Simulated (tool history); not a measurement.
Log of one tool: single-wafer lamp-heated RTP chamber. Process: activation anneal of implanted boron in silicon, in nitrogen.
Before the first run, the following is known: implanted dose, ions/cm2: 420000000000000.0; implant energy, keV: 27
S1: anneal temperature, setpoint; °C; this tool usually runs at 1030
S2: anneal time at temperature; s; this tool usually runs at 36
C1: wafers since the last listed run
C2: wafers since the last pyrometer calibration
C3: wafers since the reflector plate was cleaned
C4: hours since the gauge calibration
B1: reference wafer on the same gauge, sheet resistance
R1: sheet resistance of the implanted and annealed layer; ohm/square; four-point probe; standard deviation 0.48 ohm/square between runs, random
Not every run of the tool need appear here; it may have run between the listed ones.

run    hour    S1  S2    C1    C2    C3      C4      B1      R1
  1       0  1030  24     0  5744  1752   855.3  208.76   233.2
        2.6  -- pyrometer window cleaned and pyrometer calibrated
  2    64.5  1017  36  1141  1141  2893   919.8  208.84  235.29
  3   128.4  1017  36  1179  2321  4073   983.7  208.76  234.67
  4   173.8  1017  36   838  3159  4911  1029.1  208.75  233.56
  5   204.5  1010  36   566  3726  5478  1059.8  208.57  235.05
        226  -- reflector plate cleaned
  6   283.2  1010  36  1305  5031  1055  1138.5  208.32  235.14
  7   353.2  1010  36  1292  6323  2347  1208.5  208.21  235.15
      404.6  -- pyrometer window cleaned and pyrometer calibrated
  8   418.1  1030  21  1050   249  3397  1273.4  207.87  233.27
  9     444  1030  36   478   727  3875  1299.3  207.79  232.13
 10   497.2  1030  36   982  1709  4858  1352.5  207.96  230.93
 11   563.4  1030  36  1222  2931  6080  1418.7  207.26   231.2
      612.7  -- reflector plate cleaned
 12   613.2  1030  36   771  3703     8  1468.5  207.52  232.22
 13     654  1030  36   753  4456   762  1509.3   207.3  230.69
 14   683.6  1030  36   546  5003  1308  1538.9  206.98  231.22
 15   739.9  1016  41  1039  6042  2347  1595.2  207.03  233.01
 16   799.5  1017  28  1100  7142  3448  1654.8  206.81   233.3
      839.2  -- pyrometer window cleaned and pyrometer calibrated
 17   839.7  1030  25   594     9  4042    1695  206.58  231.89
        840  -- gauge calibrated
 18   863.2  1030  36   433   443  4476    23.2  209.49  233.67
 19   922.2  1030  36  1089  1532  5565    82.2  209.46   233.5
 20   962.7  1030  36   747  2279  6313   122.7  209.39  233.66
      972.5  -- reflector plate cleaned
 21  1176.3  1003  16  3795  6075  3762   336.3  209.09  240.89
     1192.2  -- pyrometer window cleaned and pyrometer calibrated
 22  1214.4  1048  36   555   410  4317   374.4  209.29  232.31
 23  1240.1  1052  36   474   884  4792   400.1  209.32  231.23
 24  1300.1  1030  36  1107  1992  5899   460.1  209.17  232.27
     1347.6  -- reflector plate cleaned
 25    1351  1030  44   791  2784    62     511  209.22  231.92
 26  1394.7  1030  36   806  3591   869   554.7  209.18  233.19
 27  1462.7  1011  19  1255  4846  2124   622.7  209.06  237.27
     1531.4  -- pyrometer window cleaned and pyrometer calibrated
 28  1531.9  1002  36  1129     9  3254   691.9  208.78  237.53
 29  1554.6  1022  26   419   428  3673   714.6  208.88  233.94
 30  1597.2  1020  50   786  1215  4460   757.2  208.89  233.58
 31  1651.3  1030  36   998  2213  5458   811.3   208.8   233.1
     1676.8  -- reflector plate cleaned
 32  1719.6  1030  36  1113  3327   790   879.6  208.59  232.33
 33  1818.9  1018  25  1833  5160  2623   978.9  208.39   235.4
     1907.6  -- pyrometer window cleaned and pyrometer calibrated
 34  1918.8  1007  53  1696   207  4319  1078.8  208.33  234.51

Consider 5 possible next runs. They are alternatives, not a sequence: every one starts from the tool as it was left by run 34. What does each give?
  A  1919.2  1030  36   7  214  4327  1079.2   ?   ?
  B  1919.2  1011  53   7  214  4327  1079.2   ?   ?
  C  1919.2  1057  47   7  214  4327  1079.2   ?   ?
  D  1919.2  1014  25   7  214  4327  1079.2   ?   ?
  E  1919.2  1051  23   7  214  4327  1079.2   ?   ?

run      B1      R1
  A  208.28  232.69
  B  208.28  234.39
  C  208.28  229.74
  D  208.28  236.01
  E  208.28  232.05
Take away the tool's hidden state, keep each run's random variation, and the runs would have read:
run      R1
  A  234.68
  B  236.39
  C  231.71
  D  238.03
  E  234.03
